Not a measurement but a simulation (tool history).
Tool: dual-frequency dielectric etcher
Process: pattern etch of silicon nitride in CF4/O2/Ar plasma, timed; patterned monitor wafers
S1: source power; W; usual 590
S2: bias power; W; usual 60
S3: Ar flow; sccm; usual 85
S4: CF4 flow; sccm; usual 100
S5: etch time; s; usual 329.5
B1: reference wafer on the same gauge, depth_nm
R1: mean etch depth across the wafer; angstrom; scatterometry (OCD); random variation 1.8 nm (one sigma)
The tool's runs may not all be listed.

{"run": 1, "day": 0.0, "S1": 590, "S2": 60, "S3": 85, "S4": 100, "S5": 329.5, "B1": 594.6, "R1": 6914}
{"day": 0.242, "done": "gauge calibrated"}
{"run": 2, "day": 0.3, "S1": 590, "S2": 60, "S3": 85, "S4": 100, "S5": 329.5, "B1": 593.8, "R1": 6904}
{"run": 3, "day": 0.725, "S1": 590, "S2": 60, "S3": 85, "S4": 100, "S5": 406.0, "B1": 593.8, "R1": 8503}
{"run": 4, "day": 1.125, "S1": 590, "S2": 60, "S3": 85, "S4": 100, "S5": 406.0, "B1": 593.7, "R1": 8510}
{"run": 5, "day": 1.654, "S1": 590, "S2": 60, "S3": 85, "S4": 100, "S5": 406.0, "B1": 594.1, "R1": 8523}
{"run": 6, "day": 2.05, "S1": 590, "S2": 50, "S3": 85, "S4": 100, "S5": 329.5, "B1": 593.7, "R1": 6670}
{"run": 7, "day": 2.562, "S1": 590, "S2": 50, "S3": 85, "S4": 100, "S5": 329.5, "B1": 594.2, "R1": 6646}
{"day": 2.938, "done": "bias power generator calibrated"}
{"run": 8, "day": 2.958, "S1": 590, "S2": 50, "S3": 85, "S4": 100, "S5": 329.5, "B1": 593.8, "R1": 6626}
{"day": 4.067, "done": "wet clean of the chamber"}
{"day": 4.067, "done": "Ar flow controller replaced"}
{"day": 4.446, "done": "upper electrode replaced"}
{"run": 9, "day": 4.467, "S1": 590, "S2": 60, "S3": 85, "S4": 100, "S5": 329.5, "B1": 593.7, "R1": 6655}
{"run": 10, "day": 4.483, "S1": 590, "S2": 60, "S3": 85, "S4": 100, "S5": 329.5, "B1": 593.9, "R1": 6669}
{"run": 11, "day": 4.5, "S1": 590, "S2": 60, "S3": 85, "S4": 100, "S5": 329.5, "B1": 594.0, "R1": 6660}
{"day": 4.717, "done": "CF4 flow controller replaced"}
{"day": 6.117, "done": "wet clean of the chamber, repeated, since the last time left the tool worse"}
{"run": 12, "day": 6.329, "S1": 590, "S2": 60, "S3": 85, "S4": 100, "S5": 329.5, "B1": 594.2, "R1": 7123}
{"run": 13, "day": 7.008, "S1": 590, "S2": 60, "S3": 85, "S4": 78, "S5": 329.5, "B1": 593.9, "R1": 6779}
{"day": 7.471, "done": "gauge calibrated"}
{"run": 14, "day": 7.704, "S1": 670, "S2": 60, "S3": 85, "S4": 120, "S5": 375.5, "B1": 594.2, "R1": 9433}
{"run": 15, "day": 8.317, "S1": 590, "S2": 60, "S3": 85, "S4": 100, "S5": 329.5, "B1": 594.0, "R1": 7103}
{"day": 8.804, "done": "source power generator calibrated"}
{"run": 16, "day": 8.904, "S1": 670, "S2": 60, "S3": 85, "S4": 100, "S5": 271.0, "B1": 593.6, "R1": 6610}
{"run": 17, "day": 9.329, "S1": 590, "S2": 60, "S3": 85, "S4": 100, "S5": 329.5, "B1": 594.1, "R1": 7130}
{"run": 18, "day": 9.767, "S1": 440, "S2": 60, "S3": 85, "S4": 100, "S5": 244.5, "B1": 593.6, "R1": 4004}
{"run": 19, "day": 10.404, "S1": 590, "S2": 51, "S3": 102, "S4": 100, "S5": 329.5, "B1": 593.8, "R1": 6774}

Forecast run 20:
{"run": 20, "day": 10.754, "S1": 470, "S2": 60, "S3": 85, "S4": 76, "S5": 329.5, "B1": "?", "R1": "?"}

Run 20 gave B1 594.0, R1 5392 angstrom.
Without the tool's hidden state the same run would have given R1 5426 angstrom.
